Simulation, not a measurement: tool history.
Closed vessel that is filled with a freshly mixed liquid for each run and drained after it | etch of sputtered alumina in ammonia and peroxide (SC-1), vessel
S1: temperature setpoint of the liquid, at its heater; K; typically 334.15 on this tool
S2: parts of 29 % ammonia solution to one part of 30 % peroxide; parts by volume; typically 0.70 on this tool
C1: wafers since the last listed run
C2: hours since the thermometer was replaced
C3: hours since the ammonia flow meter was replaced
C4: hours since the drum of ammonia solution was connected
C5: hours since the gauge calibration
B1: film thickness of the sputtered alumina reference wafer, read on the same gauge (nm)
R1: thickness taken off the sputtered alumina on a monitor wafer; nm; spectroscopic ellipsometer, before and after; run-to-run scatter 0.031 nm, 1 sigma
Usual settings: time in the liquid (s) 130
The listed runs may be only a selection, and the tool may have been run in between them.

{"run": 1, "day": 0.0, "S1": 334.15, "S2": 0.7, "time in the liquid (s)": 130, "C1": 0, "C2": 1909.4, "C3": 1038.8, "C4": 131.5, "C5": 271.3, "B1": 69.97, "R1": 11.59}
{"run": 2, "day": 1.229, "S1": 334.15, "S2": 0.7, "time in the liquid (s)": 130, "C1": 2780, "C2": 1938.9, "C3": 1068.3, "C4": 161.0, "C5": 300.8, "B1": 70.02, "R1": 11.58}
{"run": 3, "day": 1.975, "S1": 334.15, "S2": 0.55, "time in the liquid (s)": 130, "C1": 1687, "C2": 1956.8, "C3": 1086.2, "C4": 178.9, "C5": 318.7, "B1": 70.0, "R1": 11.31}
{"run": 4, "day": 2.588, "S1": 334.15, "S2": 0.7, "time in the liquid (s)": 185, "C1": 1385, "C2": 1971.5, "C3": 1100.9, "C4": 193.6, "C5": 333.4, "B1": 70.0, "R1": 16.49}
{"run": 5, "day": 3.117, "S1": 334.15, "S2": 0.7, "time in the liquid (s)": 185, "C1": 1196, "C2": 1984.2, "C3": 1113.6, "C4": 206.3, "C5": 346.1, "B1": 70.01, "R1": 16.47}
{"run": 6, "day": 3.688, "S1": 334.15, "S2": 0.7, "time in the liquid (s)": 130, "C1": 1291, "C2": 1997.9, "C3": 1127.3, "C4": 220.0, "C5": 359.8, "B1": 70.0, "R1": 11.55}
{"run": 7, "day": 5.175, "S1": 334.15, "S2": 0.7, "time in the liquid (s)": 130, "C1": 3364, "C2": 2033.6, "C3": 1163.0, "C4": 255.7, "C5": 395.5, "B1": 70.0, "R1": 11.48}
{"day": 6.092, "done": "thermometer replaced"}
{"run": 8, "day": 7.008, "S1": 334.15, "S2": 0.7, "time in the liquid (s)": 130, "C1": 4052, "C2": 22.0, "C3": 1207.0, "C4": 299.7, "C5": 439.5, "B1": 69.99, "R1": 12.52}
{"run": 9, "day": 7.662, "S1": 334.15, "S2": 0.7, "time in the liquid (s)": 130, "C1": 1479, "C2": 37.7, "C3": 1222.7, "C4": 315.4, "C5": 455.2, "B1": 70.02, "R1": 12.54}
{"run": 10, "day": 8.796, "S1": 334.15, "S2": 0.7, "time in the liquid (s)": 130, "C1": 2563, "C2": 64.9, "C3": 1249.9, "C4": 342.6, "C5": 482.4, "B1": 70.01, "R1": 12.53}
{"run": 11, "day": 9.688, "S1": 334.15, "S2": 0.8, "time in the liquid (s)": 130, "C1": 2016, "C2": 86.3, "C3": 1271.3, "C4": 364.0, "C5": 503.8, "B1": 70.0, "R1": 12.62}
{"run": 12, "day": 10.483, "S1": 334.15, "S2": 0.7, "time in the liquid (s)": 130, "C1": 1800, "C2": 105.4, "C3": 1290.4, "C4": 383.1, "C5": 522.9, "B1": 69.99, "R1": 12.45}
{"day": 10.817, "done": "new drum of ammonia solution connected"}
{"run": 13, "day": 11.662, "S1": 327.15, "S2": 0.7, "time in the liquid (s)": 95, "C1": 2573, "C2": 133.7, "C3": 1318.7, "C4": 20.3, "C5": 551.2, "B1": 69.98, "R1": 6.36}
{"run": 14, "day": 12.6, "S1": 325.65, "S2": 0.7, "time in the liquid (s)": 80, "C1": 2120, "C2": 156.2, "C3": 1341.2, "C4": 42.8, "C5": 573.7, "B1": 70.0, "R1": 4.94}
{"day": 13.8, "done": "ammonia flow meter replaced"}
{"run": 15, "day": 13.821, "S1": 340.65, "S2": 0.45, "time in the liquid (s)": 160, "C1": 2667, "C2": 185.5, "C3": 0.5, "C4": 72.1, "C5": 603.0, "B1": 69.99, "R1": 20.55}
{"day": 14.329, "done": "gauge calibrated"}
{"run": 16, "day": 14.775, "S1": 334.15, "S2": 0.7, "time in the liquid (s)": 130, "C1": 2158, "C2": 208.4, "C3": 23.4, "C4": 95.0, "C5": 10.7, "B1": 69.98, "R1": 12.54}

For run 17, what comes out?
{"run": 17, "day": 15.862, "S1": 326.15, "S2": 0.85, "time in the liquid (s)": 155, "C1": 2459, "C2": 234.5, "C3": 49.5, "C4": 121.1, "C5": 36.8, "B1": "?", "R1": "?"}

Logged for run 17: B1 70.01, R1 9.94 nm.
Were there no unlogged condition in the tool, this run, its random variation unchanged, would have produced R1 10.08 nm.

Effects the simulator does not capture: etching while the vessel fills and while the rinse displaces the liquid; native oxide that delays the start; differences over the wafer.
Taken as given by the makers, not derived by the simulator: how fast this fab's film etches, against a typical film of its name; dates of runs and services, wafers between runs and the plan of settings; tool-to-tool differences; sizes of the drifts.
